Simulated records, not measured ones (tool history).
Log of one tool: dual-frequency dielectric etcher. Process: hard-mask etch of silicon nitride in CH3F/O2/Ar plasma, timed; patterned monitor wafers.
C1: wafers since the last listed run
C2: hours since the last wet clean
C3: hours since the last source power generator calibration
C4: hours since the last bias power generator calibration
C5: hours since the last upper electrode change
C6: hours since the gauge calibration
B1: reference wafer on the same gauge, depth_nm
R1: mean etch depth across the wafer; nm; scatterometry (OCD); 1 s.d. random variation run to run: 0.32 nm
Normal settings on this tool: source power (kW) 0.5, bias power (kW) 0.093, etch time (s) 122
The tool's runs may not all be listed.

Run 1, hour 0: usual settings; C1 0; C2 96.4; C3 2558.3; C4 3315.3; C5 2636.2; C6 381.5; B1 86.1. Result: R1 99.4 nm.
Run 2, hour 39.5: usual settings; C1 372; C2 135.9; C3 2597.8; C4 3354.8; C5 2675.7; C6 421; B1 86.1. Result: R1 99.2 nm.
Run 3, hour 114.4: usual settings; C1 706; C2 210.8; C3 2672.7; C4 3429.7; C5 2750.6; C6 495.9; B1 86.3. Result: R1 99.8 nm.
Run 4, hour 159.3: usual settings; C1 423; C2 255.7; C3 2717.6; C4 3474.6; C5 2795.5; C6 540.8; B1 86.3. Result: R1 99.7 nm.
Run 5, hour 197.6: usual settings but source power (kW) 0.58; C1 361; C2 294; C3 2755.9; C4 3512.9; C5 2833.8; C6 579.1; B1 86.4. Result: R1 104.4 nm.
Run 6, hour 287.9: usual settings but source power (kW) 0.58; C1 851; C2 384.3; C3 2846.2; C4 3603.2; C5 2924.1; C6 669.4; B1 86.5. Result: R1 104.4 nm.
Run 7, hour 353.7: usual settings; C1 620; C2 450.1; C3 2912; C4 3669; C5 2989.9; C6 735.2; B1 86.6. Result: R1 100.4 nm.
Run 8, hour 428.3: usual settings; C1 703; C2 524.7; C3 2986.6; C4 3743.6; C5 3064.5; C6 809.8; B1 86.6. Result: R1 99.9 nm.
Run 9, hour 477.1: usual settings; C1 460; C2 573.5; C3 3035.4; C4 3792.4; C5 3113.3; C6 858.6; B1 86.7. Result: R1 101 nm.
At hour 513.9: wet clean of the chamber.
Run 10, hour 581.5: usual settings but source power (kW) 0.56, bias power (kW) 0.1, etch time (s) 147.5; C1 758; C2 67.6; C3 3139.8; C4 3896.8; C5 3217.7; C6 963; B1 86.9. Result: R1 128.4 nm.
At hour 637.2: gauge calibrated.
Run 11, hour 780.9: usual settings but bias power (kW) 0.111, etch time (s) 133; C1 1880; C2 267; C3 3339.2; C4 4096.2; C5 3417.1; C6 143.7; B1 85.6. Result: R1 113.2 nm.
At hour 811.4: source power generator calibrated.
Run 12, hour 825.9: usual settings but bias power (kW) 0.111, etch time (s) 133; C1 386; C2 312; C3 14.5; C4 4141.2; C5 3462.1; C6 188.7; B1 85.7. Result: R1 113.5 nm.
At hour 838.3: bias power generator calibrated.
At hour 890.7: upper electrode replaced.
Run 13, hour 930.6: usual settings but etch time (s) 137.5; C1 723; C2 416.7; C3 119.2; C4 92.3; C5 39.9; C6 293.4; B1 85.8. Result: R1 111.7 nm.
Run 14, hour 1000.7: usual settings but bias power (kW) 0.114; C1 661; C2 486.8; C3 189.3; C4 162.4; C5 110; C6 363.5; B1 85.9. Result: R1 105.1 nm.
Run 15, hour 1048.9: usual settings but source power (kW) 0.42; C1 454; C2 535; C3 237.5; C4 210.6; C5 158.2; C6 411.7; B1 86. Result: R1 94.1 nm.
At hour 1115.6: wet clean of the chamber.
Run 16, hour 1116.1: usual settings but source power (kW) 0.39; C1 407; C2 0.5; C3 304.7; C4 277.8; C5 225.4; C6 478.9; B1 86.1. Result: R1 92.1 nm.
Run 17, hour 1204.4: usual settings but source power (kW) 0.57, bias power (kW) 0.071; C1 832; C2 88.8; C3 393; C4 366.1; C5 313.7; C6 567.2; B1 86.2. Result: R1 96.7 nm.
Run 18, hour 1255.8: usual settings but source power (kW) 0.53, bias power (kW) 0.077, etch time (s) 140.5; C1 484; C2 140.2; C3 444.4; C4 417.5; C5 365.1; C6 618.6; B1 86.2. Result: R1 110.7 nm.
Run 19, hour 1292.2: usual settings; C1 343; C2 176.6; C3 480.8; C4 453.9; C5 401.5; C6 655; B1 86.3. Result: R1 99.8 nm.

Here are 5 independent what-if runs from the current tool condition. What would each one return?
Run A, hour 1292.7: usual settings but bias power (kW) 0.081; C1 4; C2 177.1; C3 481.3; C4 454.4; C5 402; C6 655.5; B1 ?. Result: R1 ?.
Run B, hour 1292.7: usual settings but bias power (kW) 0.076, etch time (s) 91; C1 4; C2 177.1; C3 481.3; C4 454.4; C5 402; C6 655.5; B1 ?. Result: R1 ?.
Run C, hour 1292.7: usual settings but source power (kW) 0.55, etch time (s) 86; C1 4; C2 177.1; C3 481.3; C4 454.4; C5 402; C6 655.5; B1 ?. Result: R1 ?.
Run D, hour 1292.7: usual settings but source power (kW) 0.43, bias power (kW) 0.113, etch time (s) 154.5; C1 4; C2 177.1; C3 481.3; C4 454.4; C5 402; C6 655.5; B1 ?. Result: R1 ?.
Run E, hour 1292.7: usual settings but etch time (s) 111; C1 4; C2 177.1; C3 481.3; C4 454.4; C5 402; C6 655.5; B1 ?. Result: R1 ?.

run    B1     R1
  A  86.2   95.5
  B  86.2   70.1
  C  86.2     72
  D  86.2  127.1
  E  86.2   90.3
Had the tool no hidden state, the same runs would have come out as:
run     R1
  A   94.8
  B   69.5
  C   71.4
  D  126.1
  E   89.5
